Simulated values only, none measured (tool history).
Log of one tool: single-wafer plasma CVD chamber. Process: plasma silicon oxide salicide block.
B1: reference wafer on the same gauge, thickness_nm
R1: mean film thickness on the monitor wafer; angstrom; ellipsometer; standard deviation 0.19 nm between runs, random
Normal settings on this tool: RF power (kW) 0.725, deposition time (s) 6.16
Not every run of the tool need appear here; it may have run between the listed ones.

run 1 hour=0 | RF_power_(kW)=0.615 deposition_time_(s)=6.16 | B1=64.569 | R1=661.38
run 2 hour=82 | RF_power_(kW)=0.615 deposition_time_(s)=6.16 | B1=64.769 | R1=664.62
run 3 hour=174.4 | RF_power_(kW)=0.615 deposition_time_(s)=6.16 | B1=64.993 | R1=666.73
run 4 hour=267.4 | RF_power_(kW)=0.725 deposition_time_(s)=6.16 | B1=65.435 | R1=699.02
run 5 hour=317.3 | RF_power_(kW)=0.725 deposition_time_(s)=6.16 | B1=65.471 | R1=703.87
run 6 hour=402.3 | RF_power_(kW)=0.725 deposition_time_(s)=6.16 | B1=65.837 | R1=707.49
run 7 hour=440.6 | RF_power_(kW)=0.725 deposition_time_(s)=6.16 | B1=65.959 | R1=707.1
-- hour=454.7 gauge calibrated
run 8 hour=534.7 | RF_power_(kW)=0.725 deposition_time_(s)=6.16 | B1=63.283 | R1=681.06
run 9 hour=642.1 | RF_power_(kW)=0.725 deposition_time_(s)=6.16 | B1=63.357 | R1=680.2
run 10 hour=716.3 | RF_power_(kW)=0.725 deposition_time_(s)=6.16 | B1=63.412 | R1=681.11
run 11 hour=774.1 | RF_power_(kW)=0.725 deposition_time_(s)=6.16 | B1=63.431 | R1=684.1
run 12 hour=818.9 | RF_power_(kW)=0.725 deposition_time_(s)=5.36 | B1=63.51 | R1=594.62
run 13 hour=886.2 | RF_power_(kW)=0.87 deposition_time_(s)=6.16 | B1=63.568 | R1=717.81

Run 14 comes next. What will it give?
-- hour=1064 RF generator calibrated
run 14 hour=1197.2 | RF_power_(kW)=0.78 deposition_time_(s)=5.26 | B1=? | R1=?

B1: 64.11
R1: 600.68 angstrom
Without the tool's hidden state the same run would have given R1 594.82 angstrom.

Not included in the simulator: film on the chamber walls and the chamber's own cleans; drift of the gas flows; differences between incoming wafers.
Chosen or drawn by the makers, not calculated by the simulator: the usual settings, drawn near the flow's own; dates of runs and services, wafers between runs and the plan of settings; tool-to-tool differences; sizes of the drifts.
